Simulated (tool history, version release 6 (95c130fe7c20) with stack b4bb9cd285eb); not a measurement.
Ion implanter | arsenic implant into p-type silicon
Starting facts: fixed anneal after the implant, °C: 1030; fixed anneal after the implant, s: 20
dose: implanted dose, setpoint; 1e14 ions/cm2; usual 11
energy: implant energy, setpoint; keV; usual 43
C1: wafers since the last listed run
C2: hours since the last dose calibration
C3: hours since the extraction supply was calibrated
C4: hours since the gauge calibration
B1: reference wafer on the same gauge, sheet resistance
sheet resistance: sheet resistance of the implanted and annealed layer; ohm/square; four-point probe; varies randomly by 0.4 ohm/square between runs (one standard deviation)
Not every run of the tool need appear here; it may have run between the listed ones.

{"run": 1, "hour": 0.0, "dose": 11, "energy": 43, "C1": 0, "C2": 726, "C3": 5638.7, "C4": 422.4, "B1": 113, "sheet resistance": 107.25}
{"run": 2, "hour": 10.4, "dose": 11, "energy": 43, "C1": 270, "C2": 736.4, "C3": 5649.1, "C4": 432.8, "B1": 112.96, "sheet resistance": 107.19}
{"run": 3, "hour": 23.6, "dose": 11, "energy": 52, "C1": 343, "C2": 749.6, "C3": 5662.3, "C4": 446, "B1": 112.96, "sheet resistance": 102.83}
{"run": 4, "hour": 40.0, "dose": 11, "energy": 43, "C1": 426, "C2": 766, "C3": 5678.7, "C4": 462.4, "B1": 113.05, "sheet resistance": 107.43}
{"run": 5, "hour": 88.0, "dose": 11, "energy": 43, "C1": 1249, "C2": 814, "C3": 5726.7, "C4": 510.4, "B1": 113.02, "sheet resistance": 106.83}
{"run": 6, "hour": 105.2, "dose": 11, "energy": 43, "C1": 447, "C2": 831.2, "C3": 5743.9, "C4": 527.6, "B1": 113.04, "sheet resistance": 107.46}
{"run": 7, "hour": 112.9, "dose": 11, "energy": 48, "C1": 200, "C2": 838.9, "C3": 5751.6, "C4": 535.3, "B1": 113.09, "sheet resistance": 105.46}
{"run": 8, "hour": 127.6, "dose": 11, "energy": 48, "C1": 382, "C2": 853.6, "C3": 5766.3, "C4": 550, "B1": 112.87, "sheet resistance": 104.43}
{"run": 9, "hour": 137.0, "dose": 11, "energy": 43, "C1": 244, "C2": 863, "C3": 5775.7, "C4": 559.4, "B1": 112.86, "sheet resistance": 106.45}
{"run": 10, "hour": 143.5, "dose": 11, "energy": 43, "C1": 169, "C2": 869.5, "C3": 5782.2, "C4": 565.9, "B1": 113.12, "sheet resistance": 106.94}
{"run": 11, "hour": 156.3, "dose": 11, "energy": 43, "C1": 333, "C2": 882.3, "C3": 5795, "C4": 578.7, "B1": 113.01, "sheet resistance": 106.62}
{"run": 12, "hour": 171.8, "dose": 11, "energy": 43, "C1": 403, "C2": 897.8, "C3": 5810.5, "C4": 594.2, "B1": 112.96, "sheet resistance": 107.37}
{"run": 13, "hour": 183.0, "dose": 11, "energy": 43, "C1": 291, "C2": 909, "C3": 5821.7, "C4": 605.4, "B1": 112.95, "sheet resistance": 106.73}
{"hour": 196.4, "done": "gauge calibrated"}
{"run": 14, "hour": 200.1, "dose": 11, "energy": 43, "C1": 445, "C2": 926.1, "C3": 5838.8, "C4": 3.7, "B1": 112.94, "sheet resistance": 106.97}
{"run": 15, "hour": 217.1, "dose": 11, "energy": 43, "C1": 442, "C2": 943.1, "C3": 5855.8, "C4": 20.7, "B1": 113.01, "sheet resistance": 106.48}
{"run": 16, "hour": 257.7, "dose": 11, "energy": 48, "C1": 1056, "C2": 983.7, "C3": 5896.4, "C4": 61.3, "B1": 113.2, "sheet resistance": 105.45}
{"run": 17, "hour": 264.4, "dose": 11, "energy": 43, "C1": 174, "C2": 990.4, "C3": 5903.1, "C4": 68, "B1": 112.99, "sheet resistance": 106.51}
{"hour": 277.4, "done": "Faraday cup replaced and dose calibrated"}
{"run": 18, "hour": 278.5, "dose": 12.69, "energy": 43, "C1": 158, "C2": 1.1, "C3": 5917.2, "C4": 82.1, "B1": 112.82, "sheet resistance": 93.38}
{"hour": 287.9, "done": "extraction supply calibrated"}
{"run": 19, "hour": 288.4, "dose": 13.41, "energy": 47, "C1": 49, "C2": 11, "C3": 0.5, "C4": 92, "B1": 112.97, "sheet resistance": 89.55}
{"run": 20, "hour": 297.8, "dose": 10.17, "energy": 43, "C1": 244, "C2": 20.4, "C3": 9.9, "C4": 101.4, "B1": 112.97, "sheet resistance": 109.23}
{"run": 21, "hour": 310.6, "dose": 8.09, "energy": 49.5, "C1": 333, "C2": 33.2, "C3": 22.7, "C4": 114.2, "B1": 113.12, "sheet resistance": 125.98}
{"run": 22, "hour": 316.8, "dose": 11, "energy": 48, "C1": 161, "C2": 39.4, "C3": 28.9, "C4": 120.4, "B1": 113.1, "sheet resistance": 101.62}
{"run": 23, "hour": 334.1, "dose": 9.55, "energy": 49.5, "C1": 450, "C2": 56.7, "C3": 46.2, "C4": 137.7, "B1": 113.07, "sheet resistance": 111.31}
{"run": 24, "hour": 340.5, "dose": 8.84, "energy": 28.5, "C1": 166, "C2": 63.1, "C3": 52.6, "C4": 144.1, "B1": 112.94, "sheet resistance": 128.56}
{"run": 25, "hour": 369.6, "dose": 8.93, "energy": 28, "C1": 757, "C2": 92.2, "C3": 81.7, "C4": 173.2, "B1": 112.99, "sheet resistance": 127.82}
{"run": 26, "hour": 385.5, "dose": 9.86, "energy": 39, "C1": 413, "C2": 108.1, "C3": 97.6, "C4": 189.1, "B1": 112.8, "sheet resistance": 114.46}
{"run": 27, "hour": 395.5, "dose": 10.17, "energy": 49, "C1": 260, "C2": 118.1, "C3": 107.6, "C4": 199.1, "B1": 112.93, "sheet resistance": 107.49}
{"run": 28, "hour": 411.1, "dose": 9.47, "energy": 35.5, "C1": 406, "C2": 133.7, "C3": 123.2, "C4": 214.7, "B1": 113.07, "sheet resistance": 119.12}
{"run": 29, "hour": 421.6, "dose": 8.37, "energy": 54.5, "C1": 273, "C2": 144.2, "C3": 133.7, "C4": 225.2, "B1": 113.01, "sheet resistance": 121.81}
{"run": 30, "hour": 436.2, "dose": 9.49, "energy": 43, "C1": 380, "C2": 158.8, "C3": 148.3, "C4": 239.8, "B1": 112.99, "sheet resistance": 115.34}
{"run": 31, "hour": 446.6, "dose": 11, "energy": 43, "C1": 270, "C2": 169.2, "C3": 158.7, "C4": 250.2, "B1": 113.03, "sheet resistance": 104.51}
{"run": 32, "hour": 457.5, "dose": 11, "energy": 47.5, "C1": 283, "C2": 180.1, "C3": 169.6, "C4": 261.1, "B1": 113.12, "sheet resistance": 102.97}
{"run": 33, "hour": 464.1, "dose": 11, "energy": 43, "C1": 171, "C2": 186.7, "C3": 176.2, "C4": 267.7, "B1": 112.91, "sheet resistance": 104.08}
{"run": 34, "hour": 476.1, "dose": 8.77, "energy": 56, "C1": 312, "C2": 198.7, "C3": 188.2, "C4": 279.7, "B1": 113.11, "sheet resistance": 118.07}
{"run": 35, "hour": 490.8, "dose": 13.99, "energy": 37.5, "C1": 382, "C2": 213.4, "C3": 202.9, "C4": 294.4, "B1": 113.17, "sheet resistance": 92.81}
{"run": 36, "hour": 498.2, "dose": 11, "energy": 43, "C1": 192, "C2": 220.8, "C3": 210.3, "C4": 301.8, "B1": 112.98, "sheet resistance": 104.64}

Selected run-to-run steps in sheet resistance, each split into two signed amounts: the part the tool would show with no hidden state at all (from settings, incoming material and random variation), and the remainder, which goes to the hidden state together with any gauge scatter not common to the measured and the hidden-state-free results:
Hidden conditions of the tool in this case: deviation of the true dose from the Faraday cup's reading, %; deviation of the true energy from its setpoint, %; gauge reads high (%).
Run 17 -> 18: dose 11 -> 12.69, Faraday cup replaced and dose calibrated. sheet resistance -13.13 ohm/square: hidden state -3.92, all else -9.21.
Run 19 -> 20: dose 13.41 -> 10.17, energy 47 -> 43. sheet resistance +19.68 ohm/square: hidden state +0.03, all else +19.65.
Run 21 -> 22: dose 8.09 -> 11, energy 49.5 -> 48. sheet resistance -24.36 ohm/square: hidden state +0.07, all else -24.43.
Run 33 -> 34: dose 11 -> 8.77, energy 43 -> 56. sheet resistance +13.99 ohm/square: hidden state +0.43, all else +13.56.
Run 34 -> 35: dose 8.77 -> 13.99, energy 56 -> 37.5. sheet resistance -25.26 ohm/square: hidden state -0.63, all else -24.63.
